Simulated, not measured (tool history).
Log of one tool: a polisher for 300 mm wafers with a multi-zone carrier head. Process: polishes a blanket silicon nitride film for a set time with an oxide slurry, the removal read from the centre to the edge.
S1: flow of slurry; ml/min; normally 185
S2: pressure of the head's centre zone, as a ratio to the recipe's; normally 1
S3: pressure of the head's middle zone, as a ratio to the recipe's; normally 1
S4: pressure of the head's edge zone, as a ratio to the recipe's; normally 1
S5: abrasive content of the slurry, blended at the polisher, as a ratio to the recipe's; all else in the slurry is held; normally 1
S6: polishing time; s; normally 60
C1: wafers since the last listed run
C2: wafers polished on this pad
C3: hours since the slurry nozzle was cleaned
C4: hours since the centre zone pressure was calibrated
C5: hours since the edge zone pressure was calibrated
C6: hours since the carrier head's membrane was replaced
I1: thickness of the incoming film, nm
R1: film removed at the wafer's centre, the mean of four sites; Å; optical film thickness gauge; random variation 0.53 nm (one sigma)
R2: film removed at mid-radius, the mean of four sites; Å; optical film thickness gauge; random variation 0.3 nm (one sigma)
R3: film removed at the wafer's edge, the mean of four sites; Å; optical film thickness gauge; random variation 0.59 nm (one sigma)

run	hour	S1	S2	S3	S4	S5	S6	C1	C2	C3	C4	C5	C6	I1	R1	R2	R3
1	0	185	1	1	1	1	60	0	141	402.5	525.3	348.5	1610.6	383.1	427	470	470
2	15.6	185	0.92	1	1	1	60	130	271	418.1	540.9	364.1	1626.2	388.4	404	473	464
3	24.8	185	1	1	1	1	60	76	348	427.3	550.1	373.3	1635.4	387	438	463	463
4	41.3	185	1	1	1	1	60	137	485	443.8	566.6	389.8	1651.9	386	438	469	476
# hour 51.2: worn pad replaced by a new one
5	51.7	185	1	1	1	1	60	53	4	454.2	577	400.2	1662.3	376.9	428	472	472
6	57.9	185	1	1	1	1	60	51	56	460.4	583.2	406.4	1668.5	386.7	426	472	467
7	79.1	185	1	1	1	1	60	176	232	481.6	604.4	427.6	1689.7	383.4	423	472	464
8	87.7	185	1	1	1	1	60	71	304	490.2	613	436.2	1698.3	374.8	421	469	459
# hour 104.8: carrier head's membrane replaced by a new one
9	105.3	185	1	1	1	1.15	60	105	409	507.8	630.6	453.8	0.5	377.5	444	494	505
# hour 117.2: worn pad replaced by a new one
10	119.5	185	1	1	1	1	60	85	19	522	644.8	468	14.7	378.1	419	463	472
# hour 126.3: centre zone pressure recalibrated
11	135	205	1	1	0.88	1	60	112	131	537.5	8.7	483.5	30.2	382.9	496	477	443
# hour 136.2: slurry nozzle cleaned
12	142.2	185	1	0.95	1	1	60	51	183	6	15.9	490.7	37.4	384.9	483	451	464
13	155.2	185	1	0.95	0.94	1	60	108	292	19	28.9	503.7	50.4	377	484	447	457
14	167.9	205	1	1	0.88	1	60	105	397	31.7	41.6	516.4	63.1	378.7	488	475	452
# hour 184.2: worn pad replaced by a new one
15	184.7	185	1	1.12	1	1	71	106	3	48.5	58.4	533.2	79.9	382	572	606	555
# hour 188.1: edge zone pressure recalibrated
16	194	185	1	1	1	1	60	60	64	57.8	67.7	5.9	89.2	379.6	486	464	478
17	205.9	185	1	1	1	1	60	99	164	69.7	79.6	17.8	101.1	382.3	476	464	467
18	215.3	225	1	1.05	1	1	60	78	242	79.1	89	27.2	110.5	377.7	502	499	475
19	224.3	120	1	1.06	1	1	67	75	317	88.1	98	36.2	119.5	375.5	491	499	479
20	235.9	185	1	1	1.07	1	60	96	414	99.7	109.6	47.8	131.1	375.3	482	468	485
21	244.5	205	1	1.1	1.06	1	53	71	485	108.3	118.2	56.4	139.7	380.7	434	453	433
# hour 250.4: worn pad replaced by a new one
22	254.5	185	1	1	0.96	1	60	50	34	118.3	128.2	66.4	149.7	374.4	487	470	451
23	263.2	185	1	1	1	1	60	72	107	127	136.9	75.1	158.4	375.2	481	466	455

What would each run have given without the hidden state, its run-to-run variation left as it was?
Unlogged tool condition in this case: removal rate lost through wear of the pad, %; slurry flow missing at the pad, %; deviation of the centre zone's pressure from its setpoint, %; deviation of the edge zone's pressure from its setpoint, %.
run	R1
1	464
2	442
3	480
4	482
5	473
6	472
7	473
8	471
9	501
10	475
11	486
12	473
13	474
14	479
15	561
16	477
17	467
18	493
19	482
20	474
21	427
22	479
23	474
R2: within 1 Å of the measured result in every run.
R3: same as the measured value in every run.
